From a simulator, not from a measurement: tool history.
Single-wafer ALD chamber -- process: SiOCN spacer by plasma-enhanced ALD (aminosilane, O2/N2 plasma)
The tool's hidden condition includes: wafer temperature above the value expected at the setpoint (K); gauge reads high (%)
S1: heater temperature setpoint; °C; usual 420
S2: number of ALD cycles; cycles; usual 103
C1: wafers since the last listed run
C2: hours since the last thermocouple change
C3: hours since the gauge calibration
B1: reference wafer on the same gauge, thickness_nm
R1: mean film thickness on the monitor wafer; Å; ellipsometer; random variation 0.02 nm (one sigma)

Run 1, hour 0.0: usual settings; C1 0; C2 271.5; C3 2687.9; B1 4.844. Result: R1 60.77 Å.
Run 2, hour 75.3: usual settings; C1 146; C2 346.8; C3 2763.2; B1 4.838. Result: R1 60.63 Å.
At hour 205.7: gauge calibrated.
Run 3, hour 357.2: usual settings; C1 547; C2 628.7; C3 151.5; B1 4.837. Result: R1 61.00 Å.
Run 4, hour 409.1: usual settings; C1 100; C2 680.6; C3 203.4; B1 4.836. Result: R1 61.26 Å.
Run 5, hour 458.6: usual settings; C1 96; C2 730.1; C3 252.9; B1 4.847. Result: R1 60.81 Å.
Run 6, hour 519.3: usual settings; C1 117; C2 790.8; C3 313.6; B1 4.841. Result: R1 61.06 Å.
Run 7, hour 569.8: usual settings but S1 417 °C, S2 108 cycles; C1 98; C2 841.3; C3 364.1; B1 4.837. Result: R1 64.33 Å.
Run 8, hour 638.0: usual settings; C1 132; C2 909.5; C3 432.3; B1 4.832. Result: R1 60.69 Å.
At hour 681.9: thermocouple changed; heater temperature recalibrated.
Run 9, hour 703.5: usual settings; C1 111; C2 21.6; C3 497.8; B1 4.844. Result: R1 61.31 Å.
Run 10, hour 781.8: usual settings; C1 152; C2 99.9; C3 576.1; B1 4.840. Result: R1 61.62 Å.
Run 11, hour 1053.0: usual settings but S2 97 cycles; C1 526; C2 371.1; C3 847.3; B1 4.832. Result: R1 58.39 Å.
Run 12, hour 1101.7: usual settings but S2 97 cycles; C1 94; C2 419.8; C3 896.0; B1 4.838. Result: R1 58.60 Å.
Run 13, hour 1150.7: usual settings but S2 97 cycles; C1 95; C2 468.8; C3 945.0; B1 4.839. Result: R1 58.46 Å.
Run 14, hour 1186.9: usual settings but S2 114 cycles; C1 70; C2 505.0; C3 981.2; B1 4.846. Result: R1 69.00 Å.
At hour 1363.6: thermocouple changed; heater temperature recalibrated, repeated, since the last time left the tool worse.
Run 15, hour 1442.9: usual settings; C1 481; C2 79.3; C3 1237.2; B1 4.843. Result: R1 60.57 Å.
Run 16, hour 1495.8: usual settings; C1 102; C2 132.2; C3 1290.1; B1 4.848. Result: R1 60.59 Å.
Run 17, hour 1554.0: usual settings; C1 113; C2 190.4; C3 1348.3; B1 4.844. Result: R1 60.45 Å.
Run 18, hour 1629.7: usual settings; C1 147; C2 266.1; C3 1424.0; B1 4.841. Result: R1 60.78 Å.
Run 19, hour 1762.7: usual settings; C1 258; C2 399.1; C3 1557.0; B1 4.828. Result: R1 61.04 Å.
Run 20, hour 1843.9: usual settings; C1 157; C2 480.3; C3 1638.2; B1 4.841. Result: R1 61.25 Å.
Run 21, hour 1905.6: usual settings; C1 119; C2 542.0; C3 1699.9; B1 4.843. Result: R1 60.88 Å.
Run 22, hour 1984.5: usual settings; C1 153; C2 620.9; C3 1778.8; B1 4.837. Result: R1 60.72 Å.
Run 23, hour 2066.6: usual settings; C1 159; C2 703.0; C3 1860.9; B1 4.844. Result: R1 61.14 Å.
Run 24, hour 2138.8: usual settings but S1 416 °C, S2 117 cycles; C1 140; C2 775.2; C3 1933.1; B1 4.844. Result: R1 70.29 Å.
At hour 2217.0: thermocouple changed; heater temperature recalibrated.
Run 25, hour 2243.1: usual settings but S1 427 °C, S2 85 cycles; C1 187; C2 26.1; C3 2037.4; B1 4.836. Result: R1 48.73 Å.
Run 26, hour 2328.4: usual settings but S1 425 °C, S2 87 cycles; C1 165; C2 111.4; C3 2122.7; B1 4.844. Result: R1 50.31 Å.
Run 27, hour 2397.8: usual settings; C1 134; C2 180.8; C3 2192.1; B1 4.846. Result: R1 60.77 Å.
At hour 2447.3: gauge calibrated.
Run 28, hour 2487.1: usual settings but S1 429 °C, S2 115 cycles; C1 173; C2 270.1; C3 39.8; B1 4.835. Result: R1 65.56 Å.
Run 29, hour 2567.4: usual settings but S1 426 °C, S2 83 cycles; C1 155; C2 350.4; C3 120.1; B1 4.844. Result: R1 47.81 Å.
Run 30, hour 2606.5: usual settings; C1 75; C2 389.5; C3 159.2; B1 4.844. Result: R1 60.91 Å.
Run 31, hour 2700.7: usual settings but S1 433 °C, S2 97 cycles; C1 182; C2 483.7; C3 253.4; B1 4.839. Result: R1 55.04 Å.
Run 32, hour 2762.9: usual settings but S1 427 °C, S2 97 cycles; C1 120; C2 545.9; C3 315.6; B1 4.837. Result: R1 55.94 Å.
Run 33, hour 2862.3: usual settings but S1 425 °C; C1 193; C2 645.3; C3 415.0; B1 4.844. Result: R1 59.77 Å.
Run 34, hour 2903.3: usual settings; C1 79; C2 686.3; C3 456.0; B1 4.843. Result: R1 61.28 Å.
Run 35, hour 2995.6: usual settings but S1 407 °C, S2 92 cycles; C1 179; C2 778.6; C3 548.3; B1 4.842. Result: R1 57.25 Å.
Run 36, hour 3078.7: usual settings but S1 429 °C, S2 87 cycles; C1 161; C2 861.7; C3 631.4; B1 4.847. Result: R1 49.97 Å.
Run 37, hour 3121.3: usual settings but S1 406 °C, S2 91 cycles; C1 82; C2 904.3; C3 674.0; B1 4.840. Result: R1 56.18 Å.

Run 38 comes next. What will it give?
Run 38, hour 3177.9: usual settings but S2 108 cycles; C1 109; C2 960.9; C3 730.6; B1 ?. Result: R1 ?.

{"run 38": {"B1": 4.842, "R1": 64.33}}
If the tool had no hidden condition, the same run with the same run-to-run variation would have returned R1 63.68 Å.

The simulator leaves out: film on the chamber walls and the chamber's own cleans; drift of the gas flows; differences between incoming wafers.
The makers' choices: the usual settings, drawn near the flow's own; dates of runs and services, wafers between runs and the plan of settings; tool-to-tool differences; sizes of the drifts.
